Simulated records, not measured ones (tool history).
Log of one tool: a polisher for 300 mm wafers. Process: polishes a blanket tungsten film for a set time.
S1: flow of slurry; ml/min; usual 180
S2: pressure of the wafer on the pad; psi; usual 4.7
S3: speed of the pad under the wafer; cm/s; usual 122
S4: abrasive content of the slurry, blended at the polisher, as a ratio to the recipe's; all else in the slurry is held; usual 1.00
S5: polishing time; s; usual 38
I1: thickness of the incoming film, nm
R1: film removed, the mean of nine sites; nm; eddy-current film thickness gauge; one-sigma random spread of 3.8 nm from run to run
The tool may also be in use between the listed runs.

run,hour,S1,S2,S3,S4,S5,I1,R1
1,0.0,180,4.7,122,1.00,38,1081.9,211.8
# hour 58.8: slurry nozzle cleaned
2,68.6,180,4.7,122,0.80,38,1059.2,206.8
3,137.6,180,4.7,122,0.80,38,1069.6,195.6
# hour 158.2: slurry tank refilled with fresh slurry and peroxide
# hour 190.9: head pressure recalibrated
4,229.8,180,4.7,122,0.80,38,1071.1,216.4
5,288.0,180,5.7,122,1.00,43,1071.9,302.8
# hour 294.5: slurry blender recalibrated
6,348.8,180,4.7,122,1.00,38,1089.0,220.0
# hour 355.0: worn pad replaced by a new one
7,400.8,180,4.7,122,1.00,38,1069.4,208.1
8,456.3,140,4.7,122,1.00,38,1071.5,197.5
# hour 525.4: slurry tank refilled with fresh slurry and peroxide
9,560.0,180,4.7,122,1.00,38,1091.9,232.0
10,624.2,180,4.7,122,1.00,38,1066.8,220.1
11,681.8,180,4.7,122,1.00,38,1072.6,214.6
# hour 759.7: slurry blender recalibrated
# hour 781.0: head pressure recalibrated
12,786.5,180,4.7,122,1.00,38,1070.3,211.4
# hour 800.2: worn pad replaced by a new one
# hour 802.6: slurry nozzle cleaned
13,840.1,180,4.7,122,1.10,38,1076.1,217.3
# hour 938.7: slurry tank refilled with fresh slurry and peroxide
14,945.0,180,4.7,122,1.00,38,1061.7,237.7
15,1000.7,180,4.7,154,1.20,38,1077.7,285.7
# hour 1162.3: slurry blender recalibrated
# hour 1178.8: worn pad replaced by a new one
16,1244.3,180,4.7,164,1.00,38,1067.5,254.6
17,1298.9,180,4.7,122,1.00,38,1070.3,205.5
# hour 1373.2: head pressure recalibrated
# hour 1396.6: slurry tank refilled with fresh slurry and peroxide
18,1402.0,180,5.7,122,0.75,38,1075.0,256.7
19,1473.8,180,4.7,122,0.80,38,1064.7,212.2
20,1534.7,180,4.7,122,1.00,38,1054.6,213.1
# hour 1540.6: slurry nozzle cleaned
# hour 1559.1: slurry blender recalibrated
21,1577.7,180,4.7,122,0.80,38,1076.4,209.9
# hour 1607.0: worn pad replaced by a new one
22,1631.7,215,4.7,112,1.00,38,1054.5,207.6
23,1701.1,155,4.7,122,1.00,38,1077.1,214.4
24,1782.2,155,4.7,164,1.00,38,1068.0,250.6
# hour 1821.6: slurry tank refilled with fresh slurry and peroxide
# hour 1907.7: head pressure recalibrated
# hour 1958.6: slurry blender recalibrated
# hour 2000.9: worn pad replaced by a new one
25,2019.6,145,3.4,122,1.00,38,1088.5,148.0

Measured less the same run without the tool's hidden state. The same run-to-run variation is in both; the gauge's scatter may not be:
The hidden state here: removal rate lost through wear of the pad, %; slurry flow missing at the pad, %; deviation of the head's pressure from its setpoint, %; abrasive missing from the slurry, %; peroxide lost from the slurry, %.
run,R1
1,-43.5
2,-30.7
3,-33.4
4,-20.5
5,-41.2
6,-37.1
7,-39.4
8,-42.6
9,-24.2
10,-33.6
11,-39.7
12,-46.9
13,-36.5
14,-10.1
15,-27.1
16,-54.1
17,-45.9
18,-20.9
19,-29.9
20,-37.9
21,-28.4
22,-33.4
23,-42.0
24,-55.2
25,-32.4

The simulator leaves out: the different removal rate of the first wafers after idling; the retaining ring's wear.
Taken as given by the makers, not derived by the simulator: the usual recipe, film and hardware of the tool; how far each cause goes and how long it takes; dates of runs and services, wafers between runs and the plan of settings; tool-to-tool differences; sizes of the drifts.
